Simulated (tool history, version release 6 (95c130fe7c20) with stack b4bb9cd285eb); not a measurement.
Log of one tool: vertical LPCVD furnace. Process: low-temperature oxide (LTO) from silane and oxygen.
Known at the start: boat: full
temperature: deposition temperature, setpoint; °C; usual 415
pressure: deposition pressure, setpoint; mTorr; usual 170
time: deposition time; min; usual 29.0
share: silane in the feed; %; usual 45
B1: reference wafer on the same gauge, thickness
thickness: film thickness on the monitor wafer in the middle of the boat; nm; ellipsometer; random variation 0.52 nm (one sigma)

Run 1, day 0.000: usual settings but temperature 407 °C; B1 269.98. Result: thickness 252.40 nm.
Run 2, day 1.888: usual settings but time 24.5 min; B1 269.99. Result: thickness 231.33 nm.
Run 3, day 4.062: usual settings but time 24.5 min; B1 270.02. Result: thickness 232.47 nm.
Run 4, day 5.454: usual settings but time 24.5 min; B1 269.84. Result: thickness 231.26 nm.
Run 5, day 6.525: usual settings but temperature 408 °C, pressure 180 mTorr; B1 270.04. Result: thickness 271.64 nm.
Run 6, day 8.862: usual settings but temperature 408 °C, pressure 180 mTorr; B1 270.05. Result: thickness 270.47 nm.
Run 7, day 11.762: usual settings but temperature 408 °C, pressure 180 mTorr; B1 269.76. Result: thickness 269.82 nm.
Run 8, day 12.888: usual settings; B1 269.91. Result: thickness 275.45 nm.
At day 15.488: thermocouples replaced and temperature profile calibrated.
Run 9, day 15.508: usual settings; B1 270.05. Result: thickness 275.54 nm.
At day 15.688: gauge calibrated.
Run 10, day 16.721: usual settings; B1 270.20. Result: thickness 275.40 nm.
Run 11, day 19.038: usual settings; B1 270.03. Result: thickness 276.43 nm.
Run 12, day 20.925: usual settings; B1 270.03. Result: thickness 275.87 nm.
Run 13, day 23.921: usual settings but temperature 424 °C, pressure 185 mTorr, share 36 %; B1 270.07. Result: thickness 252.96 nm.
At day 25.933: silane flow controller replaced.
Run 14, day 26.338: usual settings but temperature 420 °C, time 34.5 min, share 36 %; B1 270.01. Result: thickness 277.56 nm.
Run 15, day 29.158: usual settings but temperature 409 °C, pressure 145 mTorr, time 38.0 min, share 50 %; B1 269.91. Result: thickness 331.02 nm.
Run 16, day 30.908: usual settings; B1 269.94. Result: thickness 284.30 nm.
Run 17, day 31.958: usual settings but temperature 406 °C, pressure 135 mTorr, time 33.5 min, share 42 %; B1 270.02. Result: thickness 223.33 nm.
Run 18, day 33.167: usual settings but time 40.0 min; B1 269.93. Result: thickness 393.86 nm.
At day 36.046: pressure gauge zeroed.
Run 19, day 36.067: usual settings; B1 270.20. Result: thickness 271.12 nm.
Run 20, day 36.625: usual settings; B1 270.09. Result: thickness 270.69 nm.
Run 21, day 39.258: usual settings; B1 270.19. Result: thickness 270.70 nm.
Run 22, day 40.517: usual settings but pressure 210 mTorr, time 34.5 min; B1 270.09. Result: thickness 396.31 nm.
Run 23, day 42.162: usual settings but pressure 200 mTorr, time 35.5 min; B1 269.91. Result: thickness 389.05 nm.
Run 24, day 44.992: usual settings but pressure 205 mTorr, share 48 %; B1 269.93. Result: thickness 345.76 nm.
Run 25, day 47.638: usual settings but temperature 408 °C, pressure 180 mTorr; B1 270.00. Result: thickness 266.50 nm.

Measured less the same run without the tool's hidden state. The same run-to-run variation is in both; the gauge's scatter may not be:
The hidden state here: true tube temperature minus thermocouple reading, K; true pressure minus gauge reading, mTorr; deviation of the silane flow from its setpoint, %; gauge reads high (%).
run  thickness
  1      +0.07
  2      +0.39
  3      +0.55
  4      +0.64
  5      +0.16
  6      +0.34
  7      +0.56
  8      +1.40
  9      +1.63
 10      +1.73
 11      +1.93
 12      +2.09
 13      -2.18
 14     +10.21
 15     +14.67
 16     +10.54
 17     +10.34
 18     +14.54
 19      -3.59
 20      -3.59
 21      -3.60
 22      -4.80
 23      -4.85
 24      -3.84
 25      -3.57
